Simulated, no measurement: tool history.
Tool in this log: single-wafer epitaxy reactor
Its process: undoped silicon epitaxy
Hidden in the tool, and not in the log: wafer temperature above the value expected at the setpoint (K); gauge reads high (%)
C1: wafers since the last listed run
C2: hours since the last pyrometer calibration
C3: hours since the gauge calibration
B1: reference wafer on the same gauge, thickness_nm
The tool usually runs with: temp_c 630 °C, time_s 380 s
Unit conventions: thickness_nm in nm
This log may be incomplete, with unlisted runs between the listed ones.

run 1 hour=0 | temp_c=630 time_s=380 | C1=0 C2=1165.8 C3=10.3 | B1=41.613 | thickness_nm=37.36
run 2 hour=15.1 | temp_c=630 time_s=380 | C1=85 C2=1180.9 C3=25.4 | B1=41.624 | thickness_nm=37.328
run 3 hour=24.2 | temp_c=630 time_s=380 | C1=51 C2=1190 C3=34.5 | B1=41.595 | thickness_nm=37.234
run 4 hour=35.3 | temp_c=630 time_s=380 | C1=63 C2=1201.1 C3=45.6 | B1=41.576 | thickness_nm=37.239
run 5 hour=47.3 | temp_c=630 time_s=380 | C1=68 C2=1213.1 C3=57.6 | B1=41.592 | thickness_nm=37.169
run 6 hour=55.8 | temp_c=630 time_s=380 | C1=48 C2=1221.6 C3=66.1 | B1=41.634 | thickness_nm=37.261
-- hour=67.2 pyrometer calibrated
run 7 hour=71.5 | temp_c=630 time_s=380 | C1=43 C2=4.3 C3=81.8 | B1=41.577 | thickness_nm=40.281
run 8 hour=89.2 | temp_c=625 time_s=325 | C1=100 C2=22 C3=99.5 | B1=41.61 | thickness_nm=30.448
run 9 hour=99.9 | temp_c=620 time_s=432 | C1=60 C2=32.7 C3=110.2 | B1=41.613 | thickness_nm=35.832
-- hour=104.4 gauge calibrated
run 10 hour=140.4 | temp_c=635 time_s=432 | C1=230 C2=73.2 C3=36 | B1=41.618 | thickness_nm=52.067
run 11 hour=152.3 | temp_c=645 time_s=350 | C1=67 C2=85.1 C3=47.9 | B1=41.59 | thickness_nm=53.722
run 12 hour=164.1 | temp_c=630 time_s=380 | C1=67 C2=96.9 C3=59.7 | B1=41.593 | thickness_nm=40.329
run 13 hour=178.1 | temp_c=630 time_s=380 | C1=79 C2=110.9 C3=73.7 | B1=41.583 | thickness_nm=40.39
run 14 hour=191.2 | temp_c=615 time_s=339 | C1=74 C2=124 C3=86.8 | B1=41.602 | thickness_nm=24.636
run 15 hour=208.2 | temp_c=619 time_s=380 | C1=96 C2=141 C3=103.8 | B1=41.606 | thickness_nm=30.515

What if the next run were any one of these 3? Each begins from the tool's condition after run 15:
run A hour=208.7 | temp_c=630 time_s=380 | C1=2 C2=141.5 C3=104.3 | B1=? | thickness_nm=?
run B hour=208.7 | temp_c=625 time_s=414 | C1=2 C2=141.5 C3=104.3 | B1=? | thickness_nm=?
run C hour=208.7 | temp_c=636 time_s=349 | C1=2 C2=141.5 C3=104.3 | B1=? | thickness_nm=?

run=A B1=41.604 thickness_nm=40.456
run=B B1=41.604 thickness_nm=38.883
run=C B1=41.604 thickness_nm=43.1
Without the tool's hidden state the same runs would have given:
run=A thickness_nm=40.834
run=B thickness_nm=39.251
run=C thickness_nm=43.497

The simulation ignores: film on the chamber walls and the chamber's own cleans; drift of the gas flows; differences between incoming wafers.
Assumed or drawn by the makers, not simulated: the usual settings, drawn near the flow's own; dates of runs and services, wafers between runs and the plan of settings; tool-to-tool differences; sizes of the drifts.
